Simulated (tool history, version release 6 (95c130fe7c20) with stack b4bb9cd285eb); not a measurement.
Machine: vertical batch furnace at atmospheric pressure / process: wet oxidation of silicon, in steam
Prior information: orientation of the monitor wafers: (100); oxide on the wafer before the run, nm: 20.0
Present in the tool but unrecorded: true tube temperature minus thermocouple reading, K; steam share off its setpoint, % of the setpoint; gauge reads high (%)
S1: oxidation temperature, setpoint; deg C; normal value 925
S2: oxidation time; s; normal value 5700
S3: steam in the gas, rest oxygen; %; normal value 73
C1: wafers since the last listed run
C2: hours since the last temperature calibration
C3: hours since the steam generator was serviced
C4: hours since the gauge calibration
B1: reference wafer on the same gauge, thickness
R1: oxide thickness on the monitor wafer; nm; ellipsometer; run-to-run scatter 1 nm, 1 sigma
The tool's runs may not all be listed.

run     day   S1    S2  S3    C1      C2      C3      C4      B1      R1
  1   0.000  917  7470  73     0  2249.5   533.4   712.4  226.17  265.50
  2   1.671  917  7470  73   583  2289.6   573.5   752.5  225.96  263.50
  3   6.004  917  7470  73  1513  2393.6   677.5   856.5  225.95  263.35
  4  13.296  935  5700  69  2546  2568.6   852.5  1031.5  226.10  239.45
     15.783  -- gauge calibrated
  5  17.158  935  5700  69  1348  2661.3   945.2    33.0  226.09  239.70
     20.567  -- thermocouples replaced and temperature profile calibrated
  6  20.588  935  5700  69   848     0.5  1027.5   115.3  226.07  232.06
  7  24.346  944  5700  73  1312    90.7  1117.7   205.5  225.87  261.78
     25.571  -- steam generator serviced
  8  28.358  925  3840  66  1052   187.0    66.9   301.8  225.96  152.09
  9  32.167  906  3330  79  1329   278.4   158.3   393.2  225.80  129.72
 10  35.308  906  3330  79  1097   353.8   233.7   468.6  225.86  130.18
 11  38.308  937  3540  73  1047   425.8   305.7   540.6  225.86  175.93
 12  40.533  925  4650  73   777   479.2   359.1   594.0  226.03  193.86
 13  44.858  925  5700  73  1510   583.0   462.9   697.8  226.11  224.70
 14  47.662  944  3720  83   979   650.3   530.2   765.1  225.84  212.91
 15  51.042  925  5700  73  1180   731.4   611.3   846.2  225.89  227.80

What if the next run were any one of these 3? Each begins from the tool's condition after run 15:
  A  51.258  925  5700  73  75  736.6  616.5  851.4   ?   ?
  B  51.258  914  3180  73  75  736.6  616.5  851.4   ?   ?
  C  51.258  925  7530  73  75  736.6  616.5  851.4   ?   ?

run      B1      R1
  A  225.93  226.38
  B  225.93  128.95
  C  225.93  279.81
The same runs, with their run-to-run variation unchanged, on a tool lacking any hidden condition would have given:
run      R1
  A  223.34
  B  126.90
  C  276.24
